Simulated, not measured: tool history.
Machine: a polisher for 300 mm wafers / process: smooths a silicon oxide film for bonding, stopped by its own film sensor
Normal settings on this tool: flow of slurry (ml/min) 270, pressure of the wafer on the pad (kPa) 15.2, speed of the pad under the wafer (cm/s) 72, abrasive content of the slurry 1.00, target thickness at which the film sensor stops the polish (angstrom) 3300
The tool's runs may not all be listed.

run,day,flow of slurry (ml/min),pressure of the wafer on the pad (kPa),speed of the pad under the wafer (cm/s),abrasive content of the slurry,target thickness at which the film sensor stops the polish (angstrom),wafers since the last listed run,wafers polished on this pad,hours since the slurry nozzle was cleaned,hours since the head pressure was calibrated,hours since the slurry blender was calibrated,"incoming thickness of the incoming film, nm",time until the film sensor stopped the polish (s)
1,0.000,270,15.2,72,1.00,3300,0,753,150.0,120.0,389.9,378.2,107.8
2,0.700,270,15.2,72,1.00,3300,90,843,166.8,136.8,406.7,383.6,121.9
# day 0.846: slurry blender recalibrated
# day 1.138: worn pad replaced by a new one
3,1.688,270,15.2,72,1.00,3300,94,70,190.5,160.5,20.2,378.7,108.1
4,2.721,335,15.2,64,1.00,3300,132,203,215.3,185.3,45.0,380.3,121.7
5,3.617,335,15.2,64,1.00,3300,115,319,236.8,206.8,66.5,387.2,139.4
6,4.729,335,15.2,64,1.00,3300,143,462,263.5,233.5,93.2,382.4,129.3
7,5.708,270,15.2,72,1.00,3300,126,588,287.0,257.0,116.7,380.4,117.0
8,7.058,270,15.2,72,1.00,3300,173,762,319.4,289.4,149.1,383.6,123.9
9,7.575,270,15.2,72,1.00,3300,66,828,331.8,301.8,161.5,376.4,107.5
# day 8.012: worn pad replaced by a new one
10,8.229,270,15.2,72,1.00,3300,62,27,347.5,317.5,177.2,378.7,112.7
# day 8.583: slurry nozzle cleaned
# day 8.738: head pressure recalibrated
11,8.788,270,15.2,72,1.00,3300,55,83,4.9,1.2,190.6,376.0,90.3
12,9.454,270,15.2,72,1.00,3300,85,169,20.9,17.2,206.6,380.4,98.7
13,9.996,270,10.3,72,1.00,3300,69,239,33.9,30.2,219.6,381.7,152.1
14,10.917,270,15.2,72,1.00,3300,118,357,56.0,52.3,241.7,377.3,96.3
# day 14.175: worn pad replaced by a new one
15,14.188,175,15.2,52,1.00,3300,399,1,134.5,130.8,320.2,383.2,148.7
16,15.483,185,13.8,72,1.10,3200,166,168,165.6,161.9,351.3,376.8,130.7
17,16.679,270,15.2,60,1.00,3300,153,322,194.3,190.6,380.0,385.7,140.0
18,17.275,270,15.2,72,1.00,3300,76,398,208.6,204.9,394.3,382.9,113.2
19,18.092,270,15.2,72,1.00,3300,105,503,228.2,224.5,413.9,377.2,102.9
# day 18.362: slurry blender recalibrated
20,19.067,270,18.6,80,1.00,3300,114,618,251.6,247.9,16.9,381.3,86.5
21,20.121,240,20.0,72,1.00,3300,135,754,276.9,273.2,42.2,383.2,92.0
22,21.554,270,15.2,72,0.70,3300,184,938,311.3,307.6,76.6,382.9,169.1
# day 21.738: worn pad replaced by a new one
23,22.358,270,15.2,72,1.00,3300,82,79,330.6,326.9,95.9,377.5,103.3
24,22.908,320,9.7,72,1.00,3300,70,150,343.8,340.1,109.1,382.1,176.3
# day 23.375: slurry nozzle cleaned
# day 23.546: head pressure recalibrated
25,23.642,270,15.2,72,1.00,3150,78,228,6.4,2.3,126.7,377.2,124.8

Here are 3 independent what-if runs from the current tool condition. What would each one return?
A,23.662,270,15.2,72,1.00,3300,2,231,6.9,2.8,127.2,378.6,?
B,23.662,270,15.2,62,1.25,3300,2,231,6.9,2.8,127.2,378.6,?
C,23.662,300,15.2,58,1.00,3300,2,231,6.9,2.8,127.2,378.6,?

run,time until the film sensor stopped the polish (s)
A,96.8
B,95.6
C,114.0
The same runs, with their run-to-run variation unchanged, on a tool lacking any hidden condition would have given:
run,time until the film sensor stopped the polish (s)
A,96.5
B,95.3
C,113.6

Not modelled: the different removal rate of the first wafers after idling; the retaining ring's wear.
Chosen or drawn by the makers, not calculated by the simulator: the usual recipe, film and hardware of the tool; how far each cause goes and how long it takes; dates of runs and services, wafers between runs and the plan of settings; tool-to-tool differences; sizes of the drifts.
